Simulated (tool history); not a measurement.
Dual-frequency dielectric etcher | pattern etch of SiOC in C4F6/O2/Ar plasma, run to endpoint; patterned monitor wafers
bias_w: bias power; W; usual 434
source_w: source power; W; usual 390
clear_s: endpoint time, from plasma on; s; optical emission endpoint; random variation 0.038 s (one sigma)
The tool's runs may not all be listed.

| run | hour | bias_w | source_w | wafers since the last listed run | hours since the last wet clean | hours since the last bias power generator calibration | hours since the last source power generator calibration | hours since the last upper electrode change | incoming incoming film thickness, nm | clear_s |
|---|---|---|---|---|---|---|---|---|---|---|
| 1 | 0.0 | 434 | 390 | 0 | 456.5 | 2073.4 | 2370.7 | 5117.4 | 25.91 | 8.8 |
| 2 | 13.3 | 434 | 390 | 207 | 469.8 | 2086.7 | 2384.0 | 5130.7 | 25.97 | 8.8 |
| 3 | 37.8 | 472 | 390 | 381 | 494.3 | 2111.2 | 2408.5 | 5155.2 | 26.02 | 8.6 |
| 4 | 57.1 | 434 | 340 | 300 | 513.6 | 2130.5 | 2427.8 | 5174.5 | 25.95 | 9.3 |
|  | 90.6 | wet clean of the chamber |
| 5 | 91.1 | 517 | 330 | 155 | 0.5 | 2164.5 | 2461.8 | 5208.5 | 26.00 | 9.1 |
| 6 | 106.4 | 517 | 330 | 238 | 15.8 | 2179.8 | 2477.1 | 5223.8 | 25.70 | 8.9 |
| 7 | 132.1 | 517 | 330 | 400 | 41.5 | 2205.5 | 2502.8 | 5249.5 | 26.10 | 9.1 |
| 8 | 167.7 | 400 | 390 | 554 | 77.1 | 2241.1 | 2538.4 | 5285.1 | 25.62 | 8.9 |
| 9 | 189.0 | 400 | 390 | 331 | 98.4 | 2262.4 | 2559.7 | 5306.4 | 25.79 | 8.9 |
| 10 | 220.3 | 466 | 390 | 487 | 129.7 | 2293.7 | 2591.0 | 5337.7 | 25.87 | 8.6 |
| 11 | 253.6 | 466 | 390 | 518 | 163.0 | 2327.0 | 2624.3 | 5371.0 | 25.62 | 8.5 |
| 12 | 287.3 | 466 | 390 | 525 | 196.7 | 2360.7 | 2658.0 | 5404.7 | 26.10 | 8.8 |
| 13 | 350.2 | 434 | 470 | 979 | 259.6 | 2423.6 | 2720.9 | 5467.6 | 25.94 | 8.2 |
|  | 429.8 | upper electrode replaced |
| 14 | 455.7 | 434 | 470 | 1269 | 365.1 | 2529.1 | 2826.4 | 25.9 | 25.86 | 8.1 |
| 15 | 482.9 | 434 | 470 | 423 | 392.3 | 2556.3 | 2853.6 | 53.1 | 25.86 | 8.2 |
| 16 | 504.4 | 434 | 390 | 334 | 413.8 | 2577.8 | 2875.1 | 74.6 | 26.16 | 8.9 |
| 17 | 532.2 | 493 | 290 | 433 | 441.6 | 2605.6 | 2902.9 | 102.4 | 25.76 | 9.6 |
| 18 | 548.8 | 511 | 300 | 258 | 458.2 | 2622.2 | 2919.5 | 119.0 | 25.84 | 9.4 |
|  | 591.5 | wet clean of the chamber |
| 19 | 592.0 | 434 | 390 | 299 | 0.5 | 2665.4 | 2962.7 | 162.2 | 26.14 | 8.9 |
| 20 | 593.3 | 465 | 490 | 20 | 1.8 | 2666.7 | 2964.0 | 163.5 | 25.88 | 7.9 |
| 21 | 624.6 | 491 | 390 | 487 | 33.1 | 2698.0 | 2995.3 | 194.8 | 25.83 | 8.5 |
| 22 | 649.8 | 434 | 390 | 392 | 58.3 | 2723.2 | 3020.5 | 220.0 | 25.78 | 8.7 |
| 23 | 672.9 | 514 | 340 | 359 | 81.4 | 2746.3 | 3043.6 | 243.1 | 25.81 | 8.8 |
| 24 | 693.8 | 465 | 420 | 325 | 102.3 | 2767.2 | 3064.5 | 264.0 | 25.93 | 8.5 |
| 25 | 712.5 | 434 | 390 | 291 | 121.0 | 2785.9 | 3083.2 | 282.7 | 25.91 | 8.8 |
|  | 727.3 | bias power generator calibrated |
|  | 744.2 | source power generator calibrated |
| 26 | 745.8 | 358 | 480 | 394 | 154.3 | 18.5 | 1.6 | 316.0 | 25.89 | 8.4 |
| 27 | 772.1 | 369 | 340 | 409 | 180.6 | 44.8 | 27.9 | 342.3 | 25.95 | 9.7 |
| 28 | 803.7 | 332 | 300 | 492 | 212.2 | 76.4 | 59.5 | 373.9 | 25.83 | 10.4 |
| 29 | 827.9 | 355 | 430 | 377 | 236.4 | 100.6 | 83.7 | 398.1 | 25.91 | 8.8 |
| 30 | 844.4 | 434 | 390 | 257 | 252.9 | 117.1 | 100.2 | 414.6 | 25.98 | 8.8 |
| 31 | 879.9 | 343 | 310 | 553 | 288.4 | 152.6 | 135.7 | 450.1 | 26.13 | 10.4 |
| 32 | 903.1 | 434 | 390 | 361 | 311.6 | 175.8 | 158.9 | 473.3 | 25.82 | 8.8 |
| 33 | 929.3 | 483 | 460 | 408 | 337.8 | 202.0 | 185.1 | 499.5 | 26.07 | 8.1 |
| 34 | 961.8 | 434 | 390 | 506 | 370.3 | 234.5 | 217.6 | 532.0 | 25.70 | 8.7 |
| 35 | 977.0 | 490 | 480 | 236 | 385.5 | 249.7 | 232.8 | 547.2 | 25.76 | 7.8 |

How the hidden state differs across the entries between the runs, from the last listed run before each to the first after it:
Between runs 4 and 5: wet clean of the chamber (hour 90.6)
  no hidden state differs between the two runs
Between runs 13 and 14: upper electrode replaced (hour 429.8)
  no hidden state differs between the two runs
Between runs 18 and 19: wet clean of the chamber (hour 591.5)
  no hidden state differs between the two runs
Between runs 25 and 26: bias power generator calibrated (hour 727.3); source power generator calibrated (hour 744.2)
  no hidden state differs between the two runs
